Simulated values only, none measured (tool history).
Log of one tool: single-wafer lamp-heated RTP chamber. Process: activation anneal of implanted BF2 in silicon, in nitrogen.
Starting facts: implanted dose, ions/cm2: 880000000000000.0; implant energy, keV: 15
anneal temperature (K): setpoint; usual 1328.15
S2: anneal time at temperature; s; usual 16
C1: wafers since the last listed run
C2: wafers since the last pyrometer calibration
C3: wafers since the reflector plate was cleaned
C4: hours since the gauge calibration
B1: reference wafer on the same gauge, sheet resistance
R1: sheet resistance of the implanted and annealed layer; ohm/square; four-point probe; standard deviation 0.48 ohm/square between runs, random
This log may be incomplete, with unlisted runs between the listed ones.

Run 1, hour 0.0: usual settings; C1 0; C2 4136; C3 7965; C4 524.7; B1 127.09. Result: R1 143.71 ohm/square.
Run 2, hour 53.3: usual settings; C1 672; C2 4808; C3 8638; C4 578.0; B1 127.11. Result: R1 142.75 ohm/square.
Run 3, hour 111.9: usual settings but anneal temperature (K) 1310.15; C1 739; C2 5547; C3 9377; C4 636.6; B1 126.84. Result: R1 154.78 ohm/square.
At hour 170.4: pyrometer window cleaned and pyrometer calibrated.
Run 4, hour 180.5: usual settings but anneal temperature (K) 1310.15; C1 764; C2 127; C3 10141; C4 705.2; B1 126.95. Result: R1 154.97 ohm/square.
Run 5, hour 250.4: usual settings; C1 881; C2 1009; C3 11023; C4 775.1; B1 126.98. Result: R1 142.64 ohm/square.
Run 6, hour 277.6: usual settings; C1 343; C2 1352; C3 11366; C4 802.3; B1 126.92. Result: R1 142.23 ohm/square.
Run 7, hour 339.9: usual settings; C1 785; C2 2138; C3 12152; C4 864.6; B1 126.88. Result: R1 143.30 ohm/square.
Run 8, hour 369.0: usual settings; C1 367; C2 2505; C3 12519; C4 893.7; B1 126.91. Result: R1 143.25 ohm/square.
At hour 414.7: reflector plate cleaned.
Run 9, hour 415.2: usual settings; C1 481; C2 2987; C3 5; C4 939.9; B1 127.11. Result: R1 146.78 ohm/square.
Run 10, hour 475.2: usual settings; C1 756; C2 3743; C3 762; C4 999.9; B1 126.89. Result: R1 145.31 ohm/square.
Run 11, hour 504.5: usual settings; C1 369; C2 4113; C3 1132; C4 1029.2; B1 127.07. Result: R1 146.20 ohm/square.
Run 12, hour 538.6: usual settings; C1 430; C2 4543; C3 1562; C4 1063.3; B1 127.02. Result: R1 145.40 ohm/square.
At hour 595.0: pyrometer window cleaned and pyrometer calibrated.
Run 13, hour 738.1: usual settings; C1 2415; C2 1805; C3 3978; C4 1262.8; B1 126.76. Result: R1 144.26 ohm/square.
Run 14, hour 802.9: usual settings; C1 817; C2 2622; C3 4795; C4 1327.6; B1 127.31. Result: R1 144.39 ohm/square.
Run 15, hour 859.4: usual settings but anneal temperature (K) 1348.15; C1 712; C2 3335; C3 5508; C4 1384.1; B1 127.18. Result: R1 134.52 ohm/square.
Run 16, hour 890.6: usual settings but anneal temperature (K) 1300.15, S2 23 s; C1 393; C2 3728; C3 5901; C4 1415.3; B1 126.92. Result: R1 155.76 ohm/square.
Run 17, hour 953.1: usual settings but anneal temperature (K) 1306.15, S2 12 s; C1 788; C2 4517; C3 6690; C4 1477.8; B1 126.78. Result: R1 163.49 ohm/square.
At hour 994.1: pyrometer window cleaned and pyrometer calibrated.
Run 18, hour 1020.9: usual settings but anneal temperature (K) 1316.15, S2 20 s; C1 754; C2 337; C3 7444; C4 1545.6; B1 126.90. Result: R1 147.07 ohm/square.
Run 19, hour 1087.8: usual settings; C1 843; C2 1181; C3 8288; C4 1612.5; B1 127.10. Result: R1 143.39 ohm/square.
Run 20, hour 1136.9: usual settings but anneal temperature (K) 1350.15, S2 25 s; C1 619; C2 1801; C3 8907; C4 1661.6; B1 126.85. Result: R1 125.14 ohm/square.
Run 21, hour 1179.5: usual settings but anneal temperature (K) 1356.15, S2 8 s; C1 537; C2 2338; C3 9445; C4 1704.2; B1 126.86. Result: R1 141.22 ohm/square.
Run 22, hour 1227.6: usual settings but anneal temperature (K) 1299.15, S2 13 s; C1 606; C2 2945; C3 10052; C4 1752.3; B1 126.96. Result: R1 167.63 ohm/square.
Run 23, hour 1291.2: usual settings but anneal temperature (K) 1348.15, S2 8 s; C1 802; C2 3747; C3 10854; C4 1815.9; B1 126.79. Result: R1 145.14 ohm/square.
Run 24, hour 1315.5: usual settings but anneal temperature (K) 1357.15, S2 10 s; C1 306; C2 4054; C3 11160; C4 1840.2; B1 126.83. Result: R1 137.18 ohm/square.
Run 25, hour 1374.2: usual settings; C1 740; C2 4794; C3 11901; C4 1898.9; B1 126.95. Result: R1 141.81 ohm/square.
At hour 1405.8: pyrometer window cleaned and pyrometer calibrated.
Run 26, hour 1433.4: usual settings but anneal temperature (K) 1357.15, S2 21 s; C1 645; C2 348; C3 12547; C4 1958.1; B1 127.16. Result: R1 125.75 ohm/square.
At hour 1466.6: reflector plate cleaned.
Run 27, hour 1495.5: usual settings but anneal temperature (K) 1350.15, S2 13 s; C1 682; C2 1030; C3 365; C4 2020.2; B1 126.95. Result: R1 140.04 ohm/square.
At hour 1501.1: gauge calibrated.
Run 28, hour 1545.6: usual settings but anneal temperature (K) 1343.15, S2 11 s; C1 631; C2 1662; C3 997; C4 44.5; B1 127.18. Result: R1 145.66 ohm/square.
Run 29, hour 1611.7: usual settings; C1 833; C2 2496; C3 1830; C4 110.6; B1 127.11. Result: R1 146.74 ohm/square.
Run 30, hour 1665.5: usual settings; C1 678; C2 3175; C3 2509; C4 164.4; B1 126.89. Result: R1 145.22 ohm/square.
Run 31, hour 1698.0: usual settings but anneal temperature (K) 1348.15; C1 409; C2 3585; C3 2919; C4 196.9; B1 126.85. Result: R1 135.60 ohm/square.
Run 32, hour 1738.8: usual settings but anneal temperature (K) 1358.15, S2 22 s; C1 514; C2 4099; C3 3434; C4 237.7; B1 127.09. Result: R1 125.67 ohm/square.
At hour 1860.3: pyrometer window cleaned and pyrometer calibrated.
Run 33, hour 1943.8: usual settings but anneal temperature (K) 1358.15, S2 7 s; C1 2485; C2 1053; C3 5919; C4 442.7; B1 126.83. Result: R1 143.30 ohm/square.
Run 34, hour 1967.8: usual settings but anneal temperature (K) 1352.15; C1 302; C2 1356; C3 6222; C4 466.7; B1 127.08. Result: R1 132.39 ohm/square.
Run 35, hour 2006.5: usual settings; C1 488; C2 1844; C3 6710; C4 505.4; B1 126.93. Result: R1 143.41 ohm/square.

5 ways to go on from here, each from the tool as it stands after run 35. What would each give?
Run A, hour 2006.9: usual settings; C1 5; C2 1849; C3 6715; C4 505.8; B1 ?. Result: R1 ?.
Run B, hour 2006.9: usual settings but S2 21 s; C1 5; C2 1849; C3 6715; C4 505.8; B1 ?. Result: R1 ?.
Run C, hour 2006.9: usual settings but anneal temperature (K) 1352.15, S2 9 s; C1 5; C2 1849; C3 6715; C4 505.8; B1 ?. Result: R1 ?.
Run D, hour 2006.9: usual settings but anneal temperature (K) 1350.15, S2 7 s; C1 5; C2 1849; C3 6715; C4 505.8; B1 ?. Result: R1 ?.
Run E, hour 2006.9: usual settings but anneal temperature (K) 1305.15, S2 23 s; C1 5; C2 1849; C3 6715; C4 505.8; B1 ?. Result: R1 ?.

run      B1      R1
  A  126.89  143.30
  B  126.89  139.17
  C  126.89  141.52
  D  126.89  145.95
  E  126.89  151.87
With the hidden condition removed and each run's random variation left untouched, the same runs would have given:
run      R1
  A  146.93
  B  142.91
  C  144.41
  D  149.28
  E  155.97
